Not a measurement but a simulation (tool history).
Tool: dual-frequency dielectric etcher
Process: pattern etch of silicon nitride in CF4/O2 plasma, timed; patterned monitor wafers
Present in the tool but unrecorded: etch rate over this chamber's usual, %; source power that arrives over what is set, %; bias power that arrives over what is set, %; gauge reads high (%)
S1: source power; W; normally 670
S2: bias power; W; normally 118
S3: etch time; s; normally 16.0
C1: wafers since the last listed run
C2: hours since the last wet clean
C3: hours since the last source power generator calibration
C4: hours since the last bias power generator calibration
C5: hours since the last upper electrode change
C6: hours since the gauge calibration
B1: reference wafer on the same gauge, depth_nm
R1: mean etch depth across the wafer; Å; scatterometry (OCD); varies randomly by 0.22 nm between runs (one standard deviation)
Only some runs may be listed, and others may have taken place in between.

run    hour   S1   S2    S3    C1     C2      C3      C4      C5     C6     B1     R1
  1     0.0  670  101  18.5     0  372.6  2064.9  3189.9  2459.6  884.9  38.91  409.8
  2    63.1  670  101  18.5  1126  435.7  2128.0  3253.0  2522.7  948.0  38.91  414.4
      115.0  -- gauge calibrated
  3   124.1  670  101  18.5  1089  496.7  2189.0  3314.0  2583.7    9.1  38.86  418.5
  4   169.8  670  138  16.0   816  542.4  2234.7  3359.7  2629.4   54.8  38.91  391.7
  5   229.3  670  138  16.0  1062  601.9  2294.2  3419.2  2688.9  114.3  38.88  393.1
      270.0  -- wet clean of the chamber
  6   283.8  670  138  16.0   544   13.8  2348.7  3473.7  2743.4  168.8  38.92  372.0
  7   355.3  610  118  16.0  1276   85.3  2420.2  3545.2  2814.9  240.3  38.94  326.3
  8   408.4  610  118  16.0   948  138.4  2473.3  3598.3  2868.0  293.4  38.83  330.3
  9   475.9  610  118  16.0  1205  205.9  2540.8  3665.8  2935.5  360.9  38.86  334.6
 10   519.7  600   96  16.0   782  249.7  2584.6  3709.6  2979.3  404.7  38.90  312.8
 11   545.2  600   96  16.0   455  275.2  2610.1  3735.1  3004.8  430.2  38.86  312.9
 12   578.9  600   96  16.0   601  308.9  2643.8  3768.8  3038.5  463.9  38.92  314.9
 13   627.4  670  118  16.0   865  357.4  2692.3  3817.3  3087.0  512.4  38.90  366.5
 14   661.6  730   94  14.0   610  391.6  2726.5  3851.5  3121.2  546.6  38.93  331.0
      670.2  -- bias power generator calibrated
 15   703.0  670  118  16.0   667  433.0  2767.9    32.8  3162.6  588.0  38.90  366.4
 16   729.7  720  136  20.5   476  459.7  2794.6    59.5  3189.3  614.7  38.96  525.8
      782.7  -- upper electrode replaced
      785.3  -- source power generator calibrated
 17   787.5  670  118  16.0   558  517.5     2.2   117.3     4.8  672.5  38.93  372.5
      833.4  -- wet clean of the chamber
 18   850.9  670  142  20.0   703   17.5    65.6   180.7    68.2  735.9  38.94  469.5
 19   887.2  770   98  19.0   648   53.8   101.9   217.0   104.5  772.2  38.92  471.0
      925.5  -- gauge calibrated
 20   948.2  790  109  14.0  1089  114.8   162.9   278.0   165.5   22.7  38.90  365.4
 21  1019.8  670  118  13.5  1278  186.4   234.5   349.6   237.1   94.3  38.88  311.9
 22  1065.9  670  118  16.0   823  232.5   280.6   395.7   283.2  140.4  38.91  371.0
 23  1111.5  670   92  20.0   814  278.1   326.2   441.3   328.8  186.0  38.88  436.0
 24  1151.7  670  118  16.0   717  318.3   366.4   481.5   369.0  226.2  38.90  366.3
 25  1195.2  530  118  13.0   776  361.8   409.9   525.0   412.5  269.7  38.87  236.7
 26  1246.1  710  102  16.0   908  412.7   460.8   575.9   463.4  320.6  38.95  382.5
 27  1274.9  670  127  17.5   514  441.5   489.6   604.7   492.2  349.4  38.86  419.0

Predict each of these 5 candidate next runs independently; none follows another, all start after run 27:
  A  1275.3  670  118  16.0   7  441.9  490.0  605.1  492.6  349.8   ?   ?
  B  1275.3  530  137  13.5   7  441.9  490.0  605.1  492.6  349.8   ?   ?
  C  1275.3  810  128  16.0   7  441.9  490.0  605.1  492.6  349.8   ?   ?
  D  1275.3  810   90  12.0   7  441.9  490.0  605.1  492.6  349.8   ?   ?
  E  1275.3  550   97  11.5   7  441.9  490.0  605.1  492.6  349.8   ?   ?

run     B1     R1
  A  38.94  374.0
  B  38.94  260.5
  C  38.94  458.3
  D  38.94  316.7
  E  38.94  211.3
The same runs, with their run-to-run variation unchanged, on a tool lacking any hidden condition would have given:
run     R1
  A  357.2
  B  248.8
  C  437.7
  D  302.5
  E  201.8
